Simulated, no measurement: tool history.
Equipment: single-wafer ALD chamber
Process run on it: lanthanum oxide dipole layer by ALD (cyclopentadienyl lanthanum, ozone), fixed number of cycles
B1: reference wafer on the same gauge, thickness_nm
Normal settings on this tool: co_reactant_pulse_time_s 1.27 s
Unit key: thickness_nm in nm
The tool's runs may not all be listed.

Run 1, day 0: usual settings but co_reactant_pulse_time_s 1.65 s; B1 0.614. Result: thickness_nm 0.549 nm.
Run 2, day 4.483: usual settings but co_reactant_pulse_time_s 1.4 s; B1 0.614. Result: thickness_nm 0.542 nm.
Run 3, day 6.388: usual settings but co_reactant_pulse_time_s 1.4 s; B1 0.614. Result: thickness_nm 0.539 nm.
At day 9.804: gauge calibrated.
Run 4, day 17.35: usual settings; B1 0.614. Result: thickness_nm 0.527 nm.
Run 5, day 21.788: usual settings; B1 0.614. Result: thickness_nm 0.528 nm.
Run 6, day 25.571: usual settings; B1 0.614. Result: thickness_nm 0.526 nm.
Run 7, day 28.538: usual settings; B1 0.614. Result: thickness_nm 0.527 nm.
Run 8, day 30.892: usual settings but co_reactant_pulse_time_s 1.76 s; B1 0.614. Result: thickness_nm 0.56 nm.
Run 9, day 34.554: usual settings but co_reactant_pulse_time_s 1.09 s; B1 0.614. Result: thickness_nm 0.513 nm.
At day 35.221: ozone generator serviced.
Run 10, day 39.025: usual settings but co_reactant_pulse_time_s 1.08 s; B1 0.614. Result: thickness_nm 0.509 nm.
At day 42.204: thermocouple changed; heater temperature recalibrated.
Run 11, day 43.458: usual settings; B1 0.614. Result: thickness_nm 0.53 nm.
At day 45.154: showerhead replaced.
At day 45.308: gauge calibrated.
Run 12, day 47.525: usual settings; B1 0.614. Result: thickness_nm 0.529 nm.
Run 13, day 57.804: usual settings but co_reactant_pulse_time_s 1.75 s; B1 0.614. Result: thickness_nm 0.558 nm.
Run 14, day 61.862: usual settings but co_reactant_pulse_time_s 0.96 s; B1 0.614. Result: thickness_nm 0.492 nm.
Run 15, day 65.088: usual settings but co_reactant_pulse_time_s 1.73 s; B1 0.614. Result: thickness_nm 0.557 nm.

Branching from run 15: 3 alternative next runs. What would each branch give?
Run A, day 65.104: usual settings but co_reactant_pulse_time_s 0.89 s; B1 ?. Result: thickness_nm ?.
Run B, day 65.104: usual settings but co_reactant_pulse_time_s 1.41 s; B1 ?. Result: thickness_nm ?.
Run C, day 65.104: usual settings but co_reactant_pulse_time_s 0.88 s; B1 ?. Result: thickness_nm ?.

run     B1  thickness_nm
  A  0.614         0.479
  B  0.614         0.539
  C  0.614         0.477
Stripped of hidden state, with their random variation kept, the same runs would have yielded:
run  thickness_nm
  A         0.479
  B         0.539
  C         0.477
